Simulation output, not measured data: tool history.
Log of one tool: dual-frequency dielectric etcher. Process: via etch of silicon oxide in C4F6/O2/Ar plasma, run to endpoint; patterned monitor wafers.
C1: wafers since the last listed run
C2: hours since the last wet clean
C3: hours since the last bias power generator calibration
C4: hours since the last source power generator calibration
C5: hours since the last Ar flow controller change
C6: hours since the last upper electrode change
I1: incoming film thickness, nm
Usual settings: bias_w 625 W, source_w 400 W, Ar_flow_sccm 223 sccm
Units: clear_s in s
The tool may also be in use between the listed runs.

{"run": 1, "hour": 0.0, "bias_w": 625, "source_w": 400, "Ar_flow_sccm": 223, "C1": 0, "C2": 12.1, "C3": 2495.7, "C4": 4341.5, "C5": 98.4, "C6": 170.9, "I1": 112.8, "clear_s": 23.1}
{"run": 2, "hour": 35.9, "bias_w": 625, "source_w": 460, "Ar_flow_sccm": 192, "C1": 605, "C2": 48, "C3": 2531.6, "C4": 4377.4, "C5": 134.3, "C6": 206.8, "I1": 112.3, "clear_s": 21.2}
{"run": 3, "hour": 104.7, "bias_w": 625, "source_w": 400, "Ar_flow_sccm": 223, "C1": 1159, "C2": 116.8, "C3": 2600.4, "C4": 4446.2, "C5": 203.1, "C6": 275.6, "I1": 113.1, "clear_s": 23.2}
{"hour": 112.4, "done": "source power generator calibrated"}
{"hour": 125.5, "done": "bias power generator calibrated"}
{"run": 4, "hour": 126.9, "bias_w": 625, "source_w": 400, "Ar_flow_sccm": 223, "C1": 239, "C2": 139, "C3": 1.4, "C4": 14.5, "C5": 225.3, "C6": 297.8, "I1": 112.8, "clear_s": 22.9}
{"run": 5, "hour": 139.3, "bias_w": 625, "source_w": 400, "Ar_flow_sccm": 223, "C1": 209, "C2": 151.4, "C3": 13.8, "C4": 26.9, "C5": 237.7, "C6": 310.2, "I1": 111.5, "clear_s": 22.7}
{"run": 6, "hour": 158.1, "bias_w": 625, "source_w": 400, "Ar_flow_sccm": 223, "C1": 316, "C2": 170.2, "C3": 32.6, "C4": 45.7, "C5": 256.5, "C6": 329, "I1": 112.6, "clear_s": 22.8}
{"run": 7, "hour": 191.0, "bias_w": 625, "source_w": 400, "Ar_flow_sccm": 223, "C1": 554, "C2": 203.1, "C3": 65.5, "C4": 78.6, "C5": 289.4, "C6": 361.9, "I1": 111.7, "clear_s": 22.6}
{"run": 8, "hour": 220.4, "bias_w": 625, "source_w": 400, "Ar_flow_sccm": 223, "C1": 495, "C2": 232.5, "C3": 94.9, "C4": 108, "C5": 318.8, "C6": 391.3, "I1": 111.2, "clear_s": 22.5}
{"run": 9, "hour": 238.1, "bias_w": 625, "source_w": 440, "Ar_flow_sccm": 223, "C1": 298, "C2": 250.2, "C3": 112.6, "C4": 125.7, "C5": 336.5, "C6": 409, "I1": 111.7, "clear_s": 21.6}
{"run": 10, "hour": 253.2, "bias_w": 625, "source_w": 400, "Ar_flow_sccm": 223, "C1": 254, "C2": 265.3, "C3": 127.7, "C4": 140.8, "C5": 351.6, "C6": 424.1, "I1": 111.8, "clear_s": 22.5}
{"run": 11, "hour": 288.2, "bias_w": 625, "source_w": 440, "Ar_flow_sccm": 223, "C1": 590, "C2": 300.3, "C3": 162.7, "C4": 175.8, "C5": 386.6, "C6": 459.1, "I1": 112, "clear_s": 21.3}
{"run": 12, "hour": 321.4, "bias_w": 625, "source_w": 400, "Ar_flow_sccm": 223, "C1": 559, "C2": 333.5, "C3": 195.9, "C4": 209, "C5": 419.8, "C6": 492.3, "I1": 111.9, "clear_s": 22.2}
{"run": 13, "hour": 337.8, "bias_w": 625, "source_w": 480, "Ar_flow_sccm": 256, "C1": 276, "C2": 349.9, "C3": 212.3, "C4": 225.4, "C5": 436.2, "C6": 508.7, "I1": 112.5, "clear_s": 20.8}
{"run": 14, "hour": 370.0, "bias_w": 625, "source_w": 400, "Ar_flow_sccm": 223, "C1": 542, "C2": 382.1, "C3": 244.5, "C4": 257.6, "C5": 468.4, "C6": 540.9, "I1": 111.8, "clear_s": 22.3}
{"run": 15, "hour": 399.8, "bias_w": 501, "source_w": 400, "Ar_flow_sccm": 223, "C1": 502, "C2": 411.9, "C3": 274.3, "C4": 287.4, "C5": 498.2, "C6": 570.7, "I1": 112.1, "clear_s": 23.7}
{"run": 16, "hour": 433.9, "bias_w": 625, "source_w": 400, "Ar_flow_sccm": 223, "C1": 574, "C2": 446, "C3": 308.4, "C4": 321.5, "C5": 532.3, "C6": 604.8, "I1": 111.7, "clear_s": 22.1}
{"run": 17, "hour": 453.1, "bias_w": 625, "source_w": 400, "Ar_flow_sccm": 242, "C1": 323, "C2": 465.2, "C3": 327.6, "C4": 340.7, "C5": 551.5, "C6": 624, "I1": 112, "clear_s": 22.4}
{"run": 18, "hour": 479.3, "bias_w": 625, "source_w": 400, "Ar_flow_sccm": 223, "C1": 441, "C2": 491.4, "C3": 353.8, "C4": 366.9, "C5": 577.7, "C6": 650.2, "I1": 112.3, "clear_s": 22}
{"hour": 513.3, "done": "wet clean of the chamber"}
{"run": 19, "hour": 513.8, "bias_w": 625, "source_w": 400, "Ar_flow_sccm": 223, "C1": 177, "C2": 0.5, "C3": 388.3, "C4": 401.4, "C5": 612.2, "C6": 684.7, "I1": 112.1, "clear_s": 23.5}
{"run": 20, "hour": 514.8, "bias_w": 625, "source_w": 370, "Ar_flow_sccm": 223, "C1": 16, "C2": 1.5, "C3": 389.3, "C4": 402.4, "C5": 613.2, "C6": 685.7, "I1": 111.4, "clear_s": 24.1}
{"run": 21, "hour": 541.9, "bias_w": 732, "source_w": 450, "Ar_flow_sccm": 170, "C1": 456, "C2": 28.6, "C3": 416.4, "C4": 429.5, "C5": 640.3, "C6": 712.8, "I1": 110.8, "clear_s": 20.1}
{"run": 22, "hour": 574.6, "bias_w": 760, "source_w": 360, "Ar_flow_sccm": 258, "C1": 551, "C2": 61.3, "C3": 449.1, "C4": 462.2, "C5": 673, "C6": 745.5, "I1": 111.1, "clear_s": 23.3}
{"run": 23, "hour": 597.0, "bias_w": 769, "source_w": 330, "Ar_flow_sccm": 257, "C1": 377, "C2": 83.7, "C3": 471.5, "C4": 484.6, "C5": 695.4, "C6": 767.9, "I1": 113, "clear_s": 24.6}
{"run": 24, "hour": 623.4, "bias_w": 469, "source_w": 330, "Ar_flow_sccm": 240, "C1": 445, "C2": 110.1, "C3": 497.9, "C4": 511, "C5": 721.8, "C6": 794.3, "I1": 111.2, "clear_s": 28.4}

Forecast run 25:
{"run": 25, "hour": 640.4, "bias_w": 714, "source_w": 350, "Ar_flow_sccm": 245, "C1": 286, "C2": 127.1, "C3": 514.9, "C4": 528, "C5": 738.8, "C6": 811.3, "I1": 112, "clear_s": "?"}

clear_s: 24 s
Without the tool's hidden state the same run would have given clear_s 24.2 s.

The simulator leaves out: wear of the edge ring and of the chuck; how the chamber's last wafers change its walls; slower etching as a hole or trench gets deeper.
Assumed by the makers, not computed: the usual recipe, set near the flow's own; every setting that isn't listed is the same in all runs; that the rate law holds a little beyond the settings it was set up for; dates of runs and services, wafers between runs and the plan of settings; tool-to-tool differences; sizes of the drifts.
